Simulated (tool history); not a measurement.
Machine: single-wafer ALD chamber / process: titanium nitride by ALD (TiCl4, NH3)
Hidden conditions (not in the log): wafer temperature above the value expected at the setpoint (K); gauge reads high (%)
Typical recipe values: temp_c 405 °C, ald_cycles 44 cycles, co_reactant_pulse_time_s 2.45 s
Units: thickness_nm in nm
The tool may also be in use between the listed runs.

| run | day | temp_c | ald_cycles | co_reactant_pulse_time_s | wafers since the last listed run | hours since the last thermocouple change | hours since the showerhead was replaced | hours since the gauge calibration | read-back reference wafer on the same gauge, thickness_nm | thickness_nm |
|---|---|---|---|---|---|---|---|---|---|---|
| 1 | 0.000 | 405 | 44 | 2.45 | 0 | 631.7 | 4958.7 | 322.5 | 0.829 | 0.998 |
| 2 | 0.479 | 405 | 44 | 2.45 | 61 | 643.2 | 4970.2 | 334.0 | 0.828 | 0.993 |
| 3 | 0.812 | 405 | 44 | 2.45 | 42 | 651.2 | 4978.2 | 342.0 | 0.829 | 0.998 |
| 4 | 1.908 | 405 | 44 | 2.45 | 140 | 677.5 | 5004.5 | 368.3 | 0.830 | 0.998 |
| 5 | 2.442 | 405 | 44 | 2.45 | 68 | 690.3 | 5017.3 | 381.1 | 0.829 | 0.994 |
| 6 | 3.071 | 405 | 39 | 2.45 | 80 | 705.4 | 5032.4 | 396.2 | 0.828 | 0.882 |
| 7 | 3.558 | 405 | 39 | 2.45 | 62 | 717.1 | 5044.1 | 407.9 | 0.829 | 0.883 |
| 8 | 3.888 | 405 | 44 | 2.45 | 42 | 725.0 | 5052.0 | 415.8 | 0.829 | 1.000 |
| 9 | 4.433 | 405 | 44 | 3.13 | 70 | 738.1 | 5065.1 | 428.9 | 0.829 | 1.004 |
| 10 | 4.746 | 405 | 44 | 2.45 | 40 | 745.6 | 5072.6 | 436.4 | 0.828 | 0.998 |
| 11 | 5.133 | 405 | 44 | 2.45 | 49 | 754.9 | 5081.9 | 445.7 | 0.829 | 1.000 |
| 12 | 5.458 | 405 | 44 | 2.45 | 41 | 762.7 | 5089.7 | 453.5 | 0.830 | 0.998 |
| 13 | 5.767 | 405 | 44 | 2.45 | 39 | 770.1 | 5097.1 | 460.9 | 0.830 | 0.997 |
| 14 | 6.488 | 405 | 44 | 2.45 | 92 | 787.4 | 5114.4 | 478.2 | 0.829 | 0.997 |
| 15 | 7.146 | 405 | 44 | 2.45 | 84 | 803.2 | 5130.2 | 494.0 | 0.828 | 0.999 |
| 16 | 7.412 | 405 | 44 | 2.45 | 34 | 809.6 | 5136.6 | 500.4 | 0.829 | 0.997 |
| 17 | 8.092 | 405 | 51 | 2.45 | 87 | 825.9 | 5152.9 | 516.7 | 0.829 | 1.152 |
| 18 | 8.492 | 405 | 46 | 2.45 | 51 | 835.5 | 5162.5 | 526.3 | 0.828 | 1.040 |
| 19 | 9.017 | 402 | 44 | 2.45 | 67 | 848.1 | 5175.1 | 538.9 | 0.829 | 0.996 |
| 20 | 11.212 | 397 | 36 | 2.86 | 281 | 900.8 | 5227.8 | 591.6 | 0.830 | 0.818 |
| 21 | 11.621 | 405 | 44 | 2.45 | 52 | 910.6 | 5237.6 | 601.4 | 0.831 | 0.997 |
| 22 | 12.129 | 405 | 44 | 2.45 | 65 | 922.8 | 5249.8 | 613.6 | 0.830 | 0.998 |
| 23 | 12.517 | 405 | 41 | 1.55 | 49 | 932.1 | 5259.1 | 622.9 | 0.828 | 0.914 |
|  | 13.012 | showerhead replaced |
| 24 | 13.033 | 394 | 44 | 2.45 | 23 | 944.5 | 0.5 | 635.3 | 0.829 | 0.989 |
| 25 | 13.412 | 416 | 39 | 3.14 | 48 | 953.6 | 9.6 | 644.4 | 0.829 | 0.892 |
| 26 | 13.746 | 414 | 52 | 2.06 | 42 | 961.6 | 17.6 | 652.4 | 0.829 | 1.176 |
|  | 14.196 | gauge calibrated |
| 27 | 14.388 | 405 | 44 | 2.45 | 82 | 977.0 | 33.0 | 4.6 | 0.829 | 0.998 |
| 28 | 14.904 | 405 | 50 | 2.45 | 66 | 989.4 | 45.4 | 17.0 | 0.829 | 1.134 |
| 29 | 15.608 | 405 | 44 | 2.45 | 90 | 1006.3 | 62.3 | 33.9 | 0.830 | 0.999 |
|  | 16.188 | thermocouple changed; heater temperature recalibrated |
| 30 | 16.208 | 411 | 40 | 2.03 | 34 | 0.5 | 76.7 | 48.3 | 0.830 | 0.903 |
| 31 | 16.433 | 405 | 44 | 2.45 | 28 | 5.9 | 82.1 | 53.7 | 0.827 | 0.994 |
| 32 | 17.075 | 396 | 44 | 2.45 | 82 | 21.3 | 97.5 | 69.1 | 0.829 | 0.993 |
| 33 | 17.758 | 405 | 44 | 2.45 | 87 | 37.7 | 113.9 | 85.5 | 0.829 | 0.996 |
| 34 | 19.300 | 405 | 48 | 3.16 | 197 | 74.7 | 150.9 | 122.5 | 0.829 | 1.095 |
| 35 | 19.888 | 405 | 49 | 3.14 | 75 | 88.8 | 165.0 | 136.6 | 0.830 | 1.117 |
| 36 | 20.508 | 413 | 44 | 2.45 | 79 | 103.7 | 179.9 | 151.5 | 0.827 | 0.995 |
| 37 | 21.004 | 418 | 52 | 1.73 | 63 | 115.6 | 191.8 | 163.4 | 0.829 | 1.174 |
| 38 | 21.662 | 405 | 44 | 2.45 | 84 | 131.4 | 207.6 | 179.2 | 0.830 | 1.002 |
| 39 | 21.925 | 412 | 41 | 2.79 | 33 | 137.7 | 213.9 | 185.5 | 0.829 | 0.931 |

Exercise: give the hidden state of the tool at every run:
wafer temperature above the value expected at the setpoint (K): 0 across all the runs
gauge reads high (%): 0 across all the runs
